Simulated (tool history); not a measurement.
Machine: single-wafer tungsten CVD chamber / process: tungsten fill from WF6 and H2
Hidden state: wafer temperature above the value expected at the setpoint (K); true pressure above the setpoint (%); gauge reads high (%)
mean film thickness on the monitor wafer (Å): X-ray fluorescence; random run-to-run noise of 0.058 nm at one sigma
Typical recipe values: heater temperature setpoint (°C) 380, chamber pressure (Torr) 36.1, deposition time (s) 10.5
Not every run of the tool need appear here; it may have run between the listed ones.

run     day  heater temperature setpoint (°C)  chamber pressure (Torr)  deposition time (s)  wafers since the last listed run  hours since the last thermocouple change  hours since the last manometer calibration  hours since the showerhead was replaced  hours since the gauge calibration  read-back reference wafer on the same gauge, thickness_nm  mean film thickness on the monitor wafer (Å)
  1   0.000                               380                     33.4                  9.6                                 0                                    1275.2                                      1102.0                                   3687.6                              612.4                                                     16.902                                        183.63
  2   4.338                               380                     33.4                  9.6                              3350                                    1379.3                                      1206.1                                   3791.7                              716.5                                                     16.893                                        184.52
  3   7.521                               380                     36.1                  9.5                              2459                                    1455.7                                      1282.5                                   3868.1                              792.9                                                     16.894                                        188.74
  4  10.321                               380                     36.1                  9.5                              2162                                    1522.9                                      1349.7                                   3935.3                              860.1                                                     16.908                                        189.48
  5  14.283                               380                     36.1                  9.5                              3060                                    1618.0                                      1444.8                                   4030.4                              955.2                                                     16.912                                        190.27
  6  16.275                               380                     36.1                 10.5                              1538                                    1665.8                                      1492.6                                   4078.2                             1003.0                                                     16.899                                        209.02
     18.167  -- thermocouple changed; heater temperature recalibrated
     20.492  -- showerhead replaced
  7  20.754                               380                     36.1                 10.5                              2945                                      62.1                                      1600.1                                      6.3                             1110.5                                                     16.897                                        209.53
  8  25.121                               380                     36.1                 10.5                              3373                                     166.9                                      1704.9                                    111.1                             1215.3                                                     16.902                                        209.19
  9  27.562                               374                     32.7                 11.3                              1886                                     225.5                                      1763.5                                    169.7                             1273.9                                                     16.882                                        195.49
 10  31.721                               380                     36.1                 12.0                              3212                                     325.3                                      1863.3                                    269.5                             1373.7                                                     16.912                                        241.41
 11  34.338                               380                     39.5                 11.2                              2021                                     388.1                                      1926.1                                    332.3                             1436.5                                                     16.900                                        233.75
     37.379  -- capacitance manometer re-zeroed and calibrated
 12  37.771                               366                     30.9                  9.7                              2394                                     470.5                                         9.4                                    414.7                             1518.9                                                     16.887                                        138.56
     39.842  -- gauge calibrated
 13  41.858                               380                     36.1                 10.5                              3157                                     568.6                                       107.5                                    512.8                               48.4                                                     16.905                                        207.00
 14  46.171                               380                     33.4                  9.6                              3331                                     672.1                                       211.0                                    616.3                              151.9                                                     16.902                                        183.06
 15  49.767                               390                     36.1                 10.5                              2777                                     758.4                                       297.3                                    702.6                              238.2                                                     16.892                                        246.19
 16  52.754                               380                     41.3                  9.7                              2307                                     830.1                                       369.0                                    774.3                              309.9                                                     16.894                                        200.80

Each row is a separate what-if for the run after 16, all from the same tool condition, not one after another. Results?
  A  52.771                               380                     36.1                 10.5                                12                                     830.5                                       369.4                                    774.7                              310.3                                                          ?                                             ?
  B  52.771                               389                     39.1                  9.6                                12                                     830.5                                       369.4                                    774.7                              310.3                                                          ?                                             ?
  C  52.771                               380                     42.3                 10.5                                12                                     830.5                                       369.4                                    774.7                              310.3                                                          ?                                             ?

run  read-back reference wafer on the same gauge, thickness_nm  mean film thickness on the monitor wafer (Å)
  A                                                     16.912                                        206.16
  B                                                     16.912                                        227.63
  C                                                     16.912                                        219.46
Take away the tool's hidden state, keep each run's random variation, and the runs would have read:
run  mean film thickness on the monitor wafer (Å)
  A                                        205.92
  B                                        227.37
  C                                        219.21

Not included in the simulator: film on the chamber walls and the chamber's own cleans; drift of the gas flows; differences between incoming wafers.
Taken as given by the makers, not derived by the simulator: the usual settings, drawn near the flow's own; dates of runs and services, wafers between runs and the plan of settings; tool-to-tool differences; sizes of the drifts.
